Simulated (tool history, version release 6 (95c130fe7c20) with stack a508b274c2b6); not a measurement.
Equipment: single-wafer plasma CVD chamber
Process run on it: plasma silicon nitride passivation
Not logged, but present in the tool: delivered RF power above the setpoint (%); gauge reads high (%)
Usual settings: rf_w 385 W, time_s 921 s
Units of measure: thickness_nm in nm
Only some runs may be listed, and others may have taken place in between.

| run | hour | rf_w | time_s | wafers since the last listed run | hours since the last RF generator calibration | hours since the showerhead was replaced | hours since the gauge calibration | read-back reference wafer on the same gauge, thickness_nm | thickness_nm |
|---|---|---|---|---|---|---|---|---|---|
| 1 | 0 | 385 | 921 | 0 | 1483.2 | 1935.3 | 1102.1 | 1158.723 | 1353.159 |
| 2 | 162.4 | 385 | 840 | 396 | 1645.6 | 2097.7 | 1264.5 | 1159.832 | 1231.916 |
| 3 | 230.2 | 385 | 921 | 165 | 1713.4 | 2165.5 | 1332.3 | 1159.27 | 1346.596 |
| 4 | 284.6 | 325 | 1058 | 132 | 1767.8 | 2219.9 | 1386.7 | 1159.556 | 1504.705 |
| 5 | 335.6 | 385 | 921 | 124 | 1818.8 | 2270.9 | 1437.7 | 1159.464 | 1349.687 |
| 6 | 367.5 | 385 | 921 | 77 | 1850.7 | 2302.8 | 1469.6 | 1160.404 | 1339.458 |
| 7 | 423.9 | 385 | 774 | 137 | 1907.1 | 2359.2 | 1526 | 1159.699 | 1124.523 |
| 8 | 454.3 | 385 | 774 | 74 | 1937.5 | 2389.6 | 1556.4 | 1159.141 | 1131.243 |
| 9 | 493.2 | 385 | 921 | 94 | 1976.4 | 2428.5 | 1595.3 | 1161.008 | 1342.422 |
| 10 | 540.6 | 385 | 921 | 115 | 2023.8 | 2475.9 | 1642.7 | 1159.389 | 1343.473 |
| 11 | 583.2 | 385 | 921 | 103 | 2066.4 | 2518.5 | 1685.3 | 1159.875 | 1342.458 |
| 12 | 645.4 | 385 | 921 | 151 | 2128.6 | 2580.7 | 1747.5 | 1160.764 | 1346.155 |
| 13 | 691.1 | 385 | 921 | 111 | 2174.3 | 2626.4 | 1793.2 | 1160.69 | 1342.64 |
| 14 | 728.5 | 385 | 921 | 91 | 2211.7 | 2663.8 | 1830.6 | 1160.4 | 1332.922 |
|  | 752.3 | RF generator calibrated |
| 15 | 816.4 | 385 | 1022 | 194 | 64.1 | 2751.7 | 1918.5 | 1160.172 | 1505.821 |
| 16 | 849.4 | 385 | 1022 | 80 | 97.1 | 2784.7 | 1951.5 | 1160.751 | 1501.767 |
| 17 | 881.4 | 385 | 921 | 78 | 129.1 | 2816.7 | 1983.5 | 1160.377 | 1359.437 |
| 18 | 947.8 | 385 | 921 | 161 | 195.5 | 2883.1 | 2049.9 | 1160.552 | 1364.549 |
| 19 | 992.4 | 385 | 1000 | 108 | 240.1 | 2927.7 | 2094.5 | 1160.921 | 1473.258 |
| 20 | 1043.2 | 385 | 973 | 123 | 290.9 | 2978.5 | 2145.3 | 1160.024 | 1432.093 |
| 21 | 1075.3 | 385 | 978 | 78 | 323 | 3010.6 | 2177.4 | 1159.326 | 1440.381 |
| 22 | 1111.3 | 445 | 921 | 87 | 359 | 3046.6 | 2213.4 | 1158.701 | 1406.43 |
| 23 | 1142.6 | 445 | 1017 | 76 | 390.3 | 3077.9 | 2244.7 | 1159.656 | 1548.35 |
|  | 1224.8 | showerhead replaced |
| 24 | 1283 | 455 | 857 | 322 | 530.7 | 58.2 | 2385.1 | 1159.634 | 1308.697 |
| 25 | 1350.7 | 345 | 1057 | 165 | 598.4 | 125.9 | 2452.8 | 1159.588 | 1521.49 |
| 26 | 1399.7 | 350 | 747 | 119 | 647.4 | 174.9 | 2501.8 | 1159.587 | 1076.325 |
| 27 | 1430.2 | 445 | 980 | 74 | 677.9 | 205.4 | 2532.3 | 1159.768 | 1491.215 |
| 28 | 1464.4 | 440 | 1028 | 83 | 712.1 | 239.6 | 2566.5 | 1159.633 | 1551.322 |
| 29 | 1494.2 | 340 | 781 | 72 | 741.9 | 269.4 | 2596.3 | 1160.749 | 1121.966 |
| 30 | 1520.4 | 385 | 921 | 63 | 768.1 | 295.6 | 2622.5 | 1160.154 | 1350.302 |
| 31 | 1579 | 385 | 921 | 142 | 826.7 | 354.2 | 2681.1 | 1160.291 | 1351.215 |
| 32 | 1603.5 | 455 | 921 | 59 | 851.2 | 378.7 | 2705.6 | 1160.177 | 1408.806 |
| 33 | 1659.1 | 330 | 1104 | 135 | 906.8 | 434.3 | 2761.2 | 1159.126 | 1577.904 |
|  | 1674.8 | gauge calibrated |
| 34 | 1730.3 | 320 | 840 | 173 | 978 | 505.5 | 55.5 | 1160.98 | 1197.112 |
| 35 | 1762.9 | 385 | 921 | 79 | 1010.6 | 538.1 | 88.1 | 1159.567 | 1354.786 |
| 36 | 1822.7 | 340 | 781 | 145 | 1070.4 | 597.9 | 147.9 | 1159.659 | 1119.9 |
| 37 | 1853.8 | 450 | 921 | 75 | 1101.5 | 629 | 179 | 1160.771 | 1394.086 |
| 38 | 1921 | 310 | 790 | 163 | 1168.7 | 696.2 | 246.2 | 1160.404 | 1114.806 |
| 39 | 1976.5 | 320 | 921 | 135 | 1224.2 | 751.7 | 301.7 | 1159.028 | 1311.466 |
| 40 | 2038.9 | 415 | 921 | 152 | 1286.6 | 814.1 | 364.1 | 1159.647 | 1369.12 |
| 41 | 2102.9 | 385 | 921 | 156 | 1350.6 | 878.1 | 428.1 | 1159.621 | 1348.772 |
| 42 | 2158.2 | 440 | 1028 | 134 | 1405.9 | 933.4 | 483.4 | 1159.435 | 1543.039 |
| 43 | 2359.9 | 460 | 759 | 491 | 1607.6 | 1135.1 | 685.1 | 1160.231 | 1146.831 |

Estimate the outcome of run 44 from the log above:
| 44 | 2405.5 | 385 | 1037 | 111 | 1653.2 | 1180.7 | 730.7 | ? | ? |

read-back reference wafer on the same gauge, thickness_nm: 1159.745
thickness_nm: 1516.114 nm
Without the tool's hidden state the same run would have given thickness_nm 1532.421 nm.
